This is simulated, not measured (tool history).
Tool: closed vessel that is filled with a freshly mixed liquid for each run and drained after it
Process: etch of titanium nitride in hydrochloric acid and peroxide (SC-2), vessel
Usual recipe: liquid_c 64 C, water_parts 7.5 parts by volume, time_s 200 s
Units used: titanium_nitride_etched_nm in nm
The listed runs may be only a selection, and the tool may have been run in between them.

run,hour,liquid_c,water_parts,time_s,wafers since the last listed run,hours since the thermometer was replaced,hours since the chemicals flow meter was replaced,hours since the drum of peroxide was connected,hours since the gauge calibration,"read-back film thickness of the titanium nitride reference wafer, read on the same gauge (nm)",titanium_nitride_etched_nm
1,0,64,7.5,200,0,956.4,1730.8,1318.8,87.1,60,9.92
2,22.9,64,7.5,200,2676,979.3,1753.7,1341.7,110,60.01,9.92
3,49.7,64,7.5,200,3132,1006.1,1780.5,1368.5,136.8,60.01,10.04
4,64.1,64,9.5,200,1683,1020.5,1794.9,1382.9,151.2,60.01,8.09
5,98.2,64,7.5,200,3986,1054.6,1829,1417,185.3,60,9.76
6,120,57,7.5,115,2548,1076.4,1850.8,1438.8,207.1,59.99,3.51
7,133.8,64,7.5,200,1613,1090.2,1864.6,1452.6,220.9,59.99,9.59
8,158.9,64,7.5,200,2934,1115.3,1889.7,1477.7,246,59.98,9.8
# hour 161.1: new drum of peroxide connected
# hour 179.3: gauge calibrated
9,189.7,64,7.5,200,3483,1146.1,1920.5,28.6,10.4,59.99,9.62
10,213.7,70,10.5,240,2805,1170.1,1944.5,52.6,34.4,60.01,12.85
11,240.9,72,7.5,200,3179,1197.3,1971.7,79.8,61.6,60.01,15.52
# hour 249.7: chemicals flow meter replaced
12,260.4,64,7.5,200,2162,1216.8,10.7,99.3,81.1,60,9.4
# hour 289.1: thermometer replaced
13,293.8,58.5,7.5,200,3787,4.7,44.1,132.7,114.5,60,7.93
14,315.2,64,4.5,200,2501,26.1,65.5,154.1,135.9,60.01,16.33
15,346,60.5,11.5,200,3600,56.9,96.3,184.9,166.7,60,6.4
16,364.4,60.5,8.5,315,2150,75.3,114.7,203.3,185.1,60.02,12.72

Alternative continuations, all from the tool just after run 16; predict every row:
A,365.1,64,7.5,200,81,76,115.4,204,185.8,?,?
B,365.1,66.5,9.5,150,81,76,115.4,204,185.8,?,?
C,365.1,69,7.5,115,81,76,115.4,204,185.8,?,?
D,365.1,64,7.5,250,81,76,115.4,204,185.8,?,?
E,365.1,64,10.5,255,81,76,115.4,204,185.8,?,?

run,"read-back film thickness of the titanium nitride reference wafer, read on the same gauge (nm)",titanium_nitride_etched_nm
A,59.99,11.08
B,59.99,8
C,59.99,8.62
D,59.99,13.85
E,59.99,10.74
What these runs would have given with no unlogged condition in the tool:
run,titanium_nitride_etched_nm
A,11.31
B,8.16
C,8.79
D,14.14
E,10.96
